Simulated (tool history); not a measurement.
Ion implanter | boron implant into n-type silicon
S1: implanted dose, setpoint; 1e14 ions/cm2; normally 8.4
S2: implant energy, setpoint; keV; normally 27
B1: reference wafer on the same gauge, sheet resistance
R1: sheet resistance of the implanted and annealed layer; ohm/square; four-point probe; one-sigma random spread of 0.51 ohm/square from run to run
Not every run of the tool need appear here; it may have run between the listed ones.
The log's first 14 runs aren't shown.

Run 15, hour 419.2: usual settings; B1 144.32. Result: R1 128.75 ohm/square.
Run 16, hour 438.2: usual settings; B1 144.32. Result: R1 128.76 ohm/square.
Run 17, hour 459.3: usual settings but S1 5.98 1e14 ions/cm2, S2 30.5 keV; B1 144.78. Result: R1 169.97 ohm/square.
Run 18, hour 490.3: usual settings; B1 144.58. Result: R1 129.47 ohm/square.
Run 19, hour 522.5: usual settings; B1 145.1. Result: R1 128.98 ohm/square.
Run 20, hour 556: usual settings but S2 18 keV; B1 144.93. Result: R1 134.46 ohm/square.
Run 21, hour 580: usual settings; B1 145.48. Result: R1 130.49 ohm/square.
At hour 626.5: Faraday cup replaced and dose calibrated.
Run 22, hour 654.2: usual settings but S1 9.35 1e14 ions/cm2, S2 30.5 keV; B1 145.62. Result: R1 117.75 ohm/square.
At hour 668.7: extraction supply calibrated.
Run 23, hour 669.2: usual settings but S1 7.49 1e14 ions/cm2, S2 20.5 keV; B1 145.68. Result: R1 147.62 ohm/square.
Run 24, hour 681: usual settings but S1 10.23 1e14 ions/cm2, S2 31 keV; B1 145.68. Result: R1 110.46 ohm/square.
Run 25, hour 708.8: usual settings; B1 145.89. Result: R1 130.5 ohm/square.
Run 26, hour 733: usual settings; B1 145.85. Result: R1 131 ohm/square.
Run 27, hour 757.9: usual settings but S1 10.75 1e14 ions/cm2, S2 18 keV; B1 145.76. Result: R1 110.57 ohm/square.
Run 28, hour 776: usual settings; B1 145.98. Result: R1 131.17 ohm/square.
Run 29, hour 806.5: usual settings but S1 10.25 1e14 ions/cm2; B1 146.17. Result: R1 110.38 ohm/square.
Run 30, hour 835.8: usual settings but S1 9.76 1e14 ions/cm2, S2 24 keV; B1 146.02. Result: R1 115.86 ohm/square.
Run 31, hour 848.8: usual settings but S1 6.81 1e14 ions/cm2, S2 32 keV; B1 146.25. Result: R1 153.36 ohm/square.
Run 32, hour 879.7: usual settings; B1 146.22. Result: R1 131.04 ohm/square.

Below are 4 alternative next runs, each starting from the tool's condition after run 32. Predict each:
Run A, hour 880.1: usual settings; B1 ?. Result: R1 ?.
Run B, hour 880.1: usual settings but S1 9.61 1e14 ions/cm2, S2 18 keV; B1 ?. Result: R1 ?.
Run C, hour 880.1: usual settings but S1 10.11 1e14 ions/cm2; B1 ?. Result: R1 ?.
Run D, hour 880.1: usual settings but S1 7.07 1e14 ions/cm2, S2 35 keV; B1 ?. Result: R1 ?.

run     B1      R1
  A  146.1  130.51
  B  146.1  120.61
  C  146.1  111.72
  D  146.1  147.56
With the hidden condition removed and each run's random variation left untouched, the same runs would have given:
run      R1
  A  127.73
  B  118.04
  C  109.34
  D  144.41
